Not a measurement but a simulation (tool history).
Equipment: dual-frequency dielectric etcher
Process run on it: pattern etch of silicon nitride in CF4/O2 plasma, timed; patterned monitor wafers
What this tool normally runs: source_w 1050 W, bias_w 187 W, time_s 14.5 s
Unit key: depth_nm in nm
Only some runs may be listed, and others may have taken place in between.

| run | hour | source_w | bias_w | time_s | read-back reference wafer on the same gauge, depth_nm | depth_nm |
|---|---|---|---|---|---|---|
| 1 | 0 | 1050 | 211 | 14.5 | 56.1 | 55 |
| 2 | 26.3 | 1050 | 211 | 14.5 | 56.1 | 55.3 |
| 3 | 115.8 | 1050 | 211 | 14.5 | 56.1 | 54.3 |
| 4 | 136 | 1050 | 187 | 14.5 | 56.1 | 53.5 |
| 5 | 152.6 | 1050 | 187 | 14.5 | 56.1 | 52.6 |
| 6 | 167.4 | 1050 | 187 | 14.5 | 56.1 | 52.4 |
| 7 | 187.9 | 1050 | 187 | 14.5 | 56.1 | 52.1 |
| 8 | 238.5 | 1050 | 187 | 13 | 56.1 | 49.5 |
| 9 | 238.9 | 1050 | 220 | 14.5 | 56.1 | 56.9 |
| 10 | 259 | 1050 | 220 | 14.5 | 56.1 | 57.2 |
| 11 | 274.7 | 1050 | 220 | 14.5 | 56.1 | 57.1 |
| 12 | 296.4 | 1050 | 187 | 14.5 | 56 | 54.9 |
| 13 | 330.2 | 1050 | 187 | 14.5 | 56.1 | 54.7 |
| 14 | 361.5 | 1050 | 220 | 14.5 | 56.1 | 56.7 |
| 15 | 386.1 | 1240 | 209 | 16.5 | 56.1 | 74.5 |
| 16 | 401.7 | 1220 | 187 | 10.5 | 56.2 | 44.9 |
| 17 | 427 | 1050 | 187 | 14.5 | 56.1 | 54.4 |
| 18 | 509.1 | 1050 | 187 | 13 | 56 | 47.9 |
| 19 | 539.1 | 980 | 229 | 16.5 | 56.1 | 59.8 |
| 20 | 563.8 | 940 | 216 | 11.5 | 56.1 | 38.9 |
| 21 | 588.9 | 1050 | 187 | 18.5 | 56.1 | 69.3 |
| 22 | 604.7 | 1160 | 187 | 17 | 56.1 | 69.8 |
| 23 | 660.7 | 1050 | 220 | 14.5 | 56.1 | 55.6 |
| 24 | 761.9 | 1180 | 187 | 14.5 | 56.1 | 58.8 |
| 25 | 784.6 | 1050 | 187 | 14.5 | 56.1 | 52.9 |
| 26 | 810.2 | 1050 | 159 | 11.5 | 56 | 40 |

Not shown: 6 entries that the log had between the listed runs. Between which runs, and how does the tool's hidden state differ before and after?
Logged between run 7 and run 8: wet clean of the chamber (hour 238)
  etch rate over this chamber's usual, %: -4.14 -> 1.05
  measured minus no-state result, depth_nm: -2.3 -> +0.5 nm
Logged between run 12 and run 13: upper electrode replaced (hour 329.7)
  etch rate over this chamber's usual, %: 0.277 -> -0.174
  measured minus no-state result, depth_nm: +0.1 -> -0.1 nm
Logged between run 13 and run 14: gauge calibrated (hour 346.3)
  etch rate over this chamber's usual, %: -0.174 -> -0.591
  measured minus no-state result, depth_nm: -0.1 -> -0.3 nm
Logged between run 17 and run 18: source power generator calibrated (hour 440.4); bias power generator calibrated (hour 449.7)
  etch rate over this chamber's usual, %: -1.46 -> -2.56
  measured minus no-state result, depth_nm: -0.8 -> -1.3 nm
Logged between run 20 and run 21: wet clean of the chamber (hour 588.4)
  etch rate over this chamber's usual, %: -3.29 -> -1.07
  measured minus no-state result, depth_nm: -1.3 -> -0.7 nm

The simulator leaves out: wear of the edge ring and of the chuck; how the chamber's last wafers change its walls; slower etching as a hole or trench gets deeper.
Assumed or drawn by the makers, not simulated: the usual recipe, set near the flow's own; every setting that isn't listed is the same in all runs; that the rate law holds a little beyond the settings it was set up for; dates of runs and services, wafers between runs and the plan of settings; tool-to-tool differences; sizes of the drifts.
